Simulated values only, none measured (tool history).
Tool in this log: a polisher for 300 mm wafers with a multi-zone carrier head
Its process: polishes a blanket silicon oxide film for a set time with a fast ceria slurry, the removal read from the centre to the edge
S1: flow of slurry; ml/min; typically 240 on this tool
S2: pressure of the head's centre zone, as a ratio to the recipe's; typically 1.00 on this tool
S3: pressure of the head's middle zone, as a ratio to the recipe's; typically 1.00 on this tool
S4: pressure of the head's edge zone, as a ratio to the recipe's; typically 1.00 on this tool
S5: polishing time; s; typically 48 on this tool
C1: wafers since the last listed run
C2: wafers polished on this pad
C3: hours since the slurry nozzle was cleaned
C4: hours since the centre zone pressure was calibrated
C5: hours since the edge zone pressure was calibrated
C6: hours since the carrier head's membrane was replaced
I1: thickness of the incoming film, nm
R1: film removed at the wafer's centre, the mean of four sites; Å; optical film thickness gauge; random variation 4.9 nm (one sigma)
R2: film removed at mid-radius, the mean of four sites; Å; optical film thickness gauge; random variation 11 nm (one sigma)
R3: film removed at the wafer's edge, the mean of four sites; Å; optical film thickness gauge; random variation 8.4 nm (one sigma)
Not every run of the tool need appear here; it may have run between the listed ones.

run   hour   S1    S2    S3    S4  S5   C1    C2     C3     C4     C5     C6      I1    R1    R2    R3
  1    0.0  190  1.00  1.00  1.00  48    0   303  134.6  537.2   45.4  786.8  3327.1  6604  7048  7142
  2   37.3  210  1.00  1.00  1.00  48  266   570  171.9  574.5   82.7  824.1  3316.0  6686  7034  7117
  3   70.1  210  1.00  1.00  1.00  48  234   804  204.7  607.3  115.5  856.9  3367.0  6643  6890  7099
  4   98.7  210  1.00  1.00  1.00  48  204  1008  233.3  635.9  144.1  885.5  3303.1  6701  6981  7021
  5  156.2  240  1.00  1.00  1.00  48  410  1419  290.8  693.4  201.6  943.0  3263.8  6689  7074  7188
     196.5  -- carrier head's membrane replaced by a new one
  6  210.1  215  0.95  1.00  1.00  48  349  1768  344.7  747.3  255.5   13.6  3327.5  6358  6981  7218
     213.0  -- centre zone pressure recalibrated
     217.6  -- slurry nozzle cleaned
  7  245.8  210  1.00  1.00  1.00  48  233  2001   28.2   32.8  291.2   49.3  3385.0  7053  6919  7141
     251.0  -- worn pad replaced by a new one
  8  298.9  315  1.00  0.96  1.00  48  350   341   81.3   85.9  344.3  102.4  3369.4  7273  7001  7257
  9  326.1  200  1.00  1.00  1.00  48  194   536  108.5  113.1  371.5  129.6  3300.0  6822  7072  7131
 10  394.5  240  1.00  1.00  1.00  48  488  1024  176.9  181.5  439.9  198.0  3395.9  6949  7199  7121
 11  432.2  240  1.00  1.00  1.00  48  269  1293  214.6  219.2  477.6  235.7  3335.6  7061  7206  7026
     492.2  -- worn pad replaced by a new one
 12  492.7  265  0.91  1.00  1.00  48  403     3  275.1  279.7  538.1  296.2  3272.9  6626  7072  7247
     562.7  -- slurry nozzle cleaned
 13  564.9  240  1.00  0.89  1.00  44  508   511    2.2  351.9  610.3  368.4  3309.9  6299  5927  6510
 14  595.0  240  1.04  1.00  1.00  43  214   726   32.3  382.0  640.4  398.5  3368.3  6251  6255  6378
 15  622.9  155  1.00  0.90  1.09  48  199   925   60.2  409.9  668.3  426.4  3346.2  6404  6263  7128
 16  681.1  240  1.00  0.91  1.08  48  415  1341  118.4  468.1  726.5  484.6  3328.3  6768  6392  7337
 17  750.9  275  1.00  0.93  1.09  48  498  1839  188.2  537.9  796.3  554.4  3326.1  6868  6882  7487
     756.5  -- edge zone pressure recalibrated
     770.3  -- worn pad replaced by a new one
 18  776.0  180  1.00  1.00  1.03  60  136    40  213.3  563.0   19.5  579.5  3373.9  8106  8540  8844
 19  815.3  240  1.00  1.00  1.00  48  280   321  252.6  602.3   58.8  618.8  3349.5  6715  7224  6992
 20  849.8  300  1.00  1.00  1.00  60  246   567  287.1  636.8   93.3  653.3  3362.5  8632  9023  9017
 21  884.8  240  0.91  1.00  1.00  48  249   817  322.1  671.8  128.3  688.3  3316.8  6338  7089  7219

Forecast each of these 5 alternatives for the next run:
  A  885.2  240  1.00  1.00  1.00  48   2  820  322.5  672.2  128.7  688.7  3286.1   ?   ?   ?
  B  885.2  240  1.04  1.11  1.11  48   2  820  322.5  672.2  128.7  688.7  3286.1   ?   ?   ?
  C  885.2  240  1.00  0.93  1.00  48   2  820  322.5  672.2  128.7  688.7  3286.1   ?   ?   ?
  D  885.2  300  0.95  1.00  1.00  48   2  820  322.5  672.2  128.7  688.7  3286.1   ?   ?   ?
  E  885.2  240  1.00  0.89  1.00  48   2  820  322.5  672.2  128.7  688.7  3286.1   ?   ?   ?

run    R1    R2    R3
  A  6705  7264  7153
  B  6860  7936  7414
  C  6702  6834  7159
  D  6671  7418  7266
  E  6700  6589  7163
Had the tool no hidden state, the same runs would have come out as:
run    R1    R2    R3
  A  7180  7261  7153
  B  7344  7934  7414
  C  7176  6832  7159
  D  7144  7415  7266
  E  7174  6587  7163
